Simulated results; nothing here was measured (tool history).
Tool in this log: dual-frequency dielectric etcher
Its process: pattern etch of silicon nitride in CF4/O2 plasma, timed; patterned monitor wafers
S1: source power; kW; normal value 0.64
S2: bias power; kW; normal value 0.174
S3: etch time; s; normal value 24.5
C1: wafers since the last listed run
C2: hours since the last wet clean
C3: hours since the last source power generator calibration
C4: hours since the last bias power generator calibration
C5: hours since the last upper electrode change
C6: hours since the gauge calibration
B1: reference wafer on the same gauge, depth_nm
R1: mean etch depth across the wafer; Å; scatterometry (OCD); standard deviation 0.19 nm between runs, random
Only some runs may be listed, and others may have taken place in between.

run     day    S1     S2    S3   C1     C2      C3      C4      C5     C6    B1   R1
  1       0  0.64  0.174  19.5    0  121.6  3612.6  1736.9  6400.8  241.1  79.2  539
  2   1.171  0.64  0.174  19.5  518  149.7  3640.7    1765  6428.9  269.2  79.2  538
  3   2.133  0.64  0.174  19.5  426  172.8  3663.8  1788.1    6452  292.3  79.2  541
  4   3.617  0.64  0.174  24.5  656  208.4  3699.4  1823.7  6487.6  327.9  79.2  678
  5   4.996  0.64  0.174  24.5  610  241.5  3732.5  1856.8  6520.7    361  79.2  677
  6   5.879  0.64  0.174  20.5  391  262.7  3753.7    1878  6541.9  382.2  79.2  569
  7   6.867  0.64  0.174  20.5  437  286.4  3777.4  1901.7  6565.6  405.9  79.2  562
  8   7.421  0.64  0.174  20.5  245  299.7  3790.7    1915  6578.9  419.2  79.2  564
  9   8.512  0.64  0.174  24.5  483  325.9  3816.9  1941.2  6605.1  445.4  79.2  674
 10   9.154  0.64  0.174  24.5  284  341.3  3832.3  1956.6  6620.5  460.8  79.2  678
       10.3  -- upper electrode replaced
 11  10.592  0.64  0.174  24.5  193  375.8  3866.8  1991.1       7  495.3  79.2  677
 12  11.442  0.64  0.174  24.5  376  396.2  3887.2  2011.5    27.4  515.7  79.2  677
     12.438  -- source power generator calibrated
     13.217  -- wet clean of the chamber
 13  13.238  0.73  0.174  24.5  377    0.5    19.2  2054.6    70.5  558.8  79.1  755
 14  14.183  0.74  0.158    20  418   23.2    41.9  2077.3    93.2  581.5  79.2  601
 15   15.15  0.75  0.174  24.5  427   46.4    65.1  2100.5   116.4  604.7  79.2  769
 16  16.146  0.78  0.193  24.5  440   70.3      89  2124.4   140.3  628.6  79.3  827

Estimate the outcome of run 17 from the log above:
 17  17.158  0.64  0.208  24.5  448  94.6  113.3  2148.7  164.6  652.9   ?   ?

B1: 79.2
R1: 720 Å
Had the tool carried no hidden state, the very same run would have given R1 720 Å.

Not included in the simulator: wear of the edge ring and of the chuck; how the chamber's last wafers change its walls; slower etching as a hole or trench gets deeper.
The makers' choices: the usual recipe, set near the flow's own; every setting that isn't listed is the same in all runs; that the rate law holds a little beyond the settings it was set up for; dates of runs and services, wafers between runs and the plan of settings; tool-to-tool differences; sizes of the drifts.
